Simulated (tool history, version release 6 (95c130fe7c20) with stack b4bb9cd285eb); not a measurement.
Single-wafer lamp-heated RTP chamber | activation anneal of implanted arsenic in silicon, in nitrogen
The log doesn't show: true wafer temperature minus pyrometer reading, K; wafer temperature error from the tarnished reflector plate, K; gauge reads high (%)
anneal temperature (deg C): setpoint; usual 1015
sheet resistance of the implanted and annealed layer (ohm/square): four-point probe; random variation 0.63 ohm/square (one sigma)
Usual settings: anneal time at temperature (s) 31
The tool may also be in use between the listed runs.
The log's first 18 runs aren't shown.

run,hour,anneal temperature (deg C),anneal time at temperature (s),wafers since the last listed run,wafers since the last pyrometer calibration,wafers since the reflector plate was cleaned,hours since the gauge calibration,"read-back reference wafer on the same gauge, sheet resistance",sheet resistance of the implanted and annealed layer (ohm/square)
19,206.9,1032,31,83,479,259,395.3,111.78,95.91
20,259.4,1015,31,376,855,635,447.8,111.71,107.84
21,275.7,1007,39,116,972,752,464.1,111.97,107.61
22,288.7,1015,38,93,1066,846,477.1,112.07,102.01
23,305.2,988,37,118,1184,964,493.6,111.66,130.57
# hour 305.8: gauge calibrated
24,320.6,1015,31,110,1294,1074,14.8,111.73,108.16
25,328.9,1042,31,59,1354,1134,23.1,112.05,88.16
26,342.9,1015,31,100,1454,1234,37.1,111.81,106.63
27,353.5,1023,31,76,1531,1310,47.7,111.68,100.33
28,369.9,1027,38,117,1648,1428,64.1,111.93,91.62
29,380.3,1015,31,74,1723,1503,74.5,112.07,105.61
30,417.1,1038,19,264,1987,1767,111.3,111.61,102

3 ways to go on from here, each from the tool as it stands after run 30. What would each give?
A,417.5,1015,31,2,1990,1770,111.7,?,?
B,417.5,1015,24,2,1990,1770,111.7,?,?
C,417.5,997,13,2,1990,1770,111.7,?,?

run,"read-back reference wafer on the same gauge, sheet resistance",sheet resistance of the implanted and annealed layer (ohm/square)
A,111.9,106.07
B,111.9,114.4
C,111.9,156.88
Without the tool's hidden state the same runs would have given:
run,sheet resistance of the implanted and annealed layer (ohm/square)
A,109.58
B,118.2
C,161.52

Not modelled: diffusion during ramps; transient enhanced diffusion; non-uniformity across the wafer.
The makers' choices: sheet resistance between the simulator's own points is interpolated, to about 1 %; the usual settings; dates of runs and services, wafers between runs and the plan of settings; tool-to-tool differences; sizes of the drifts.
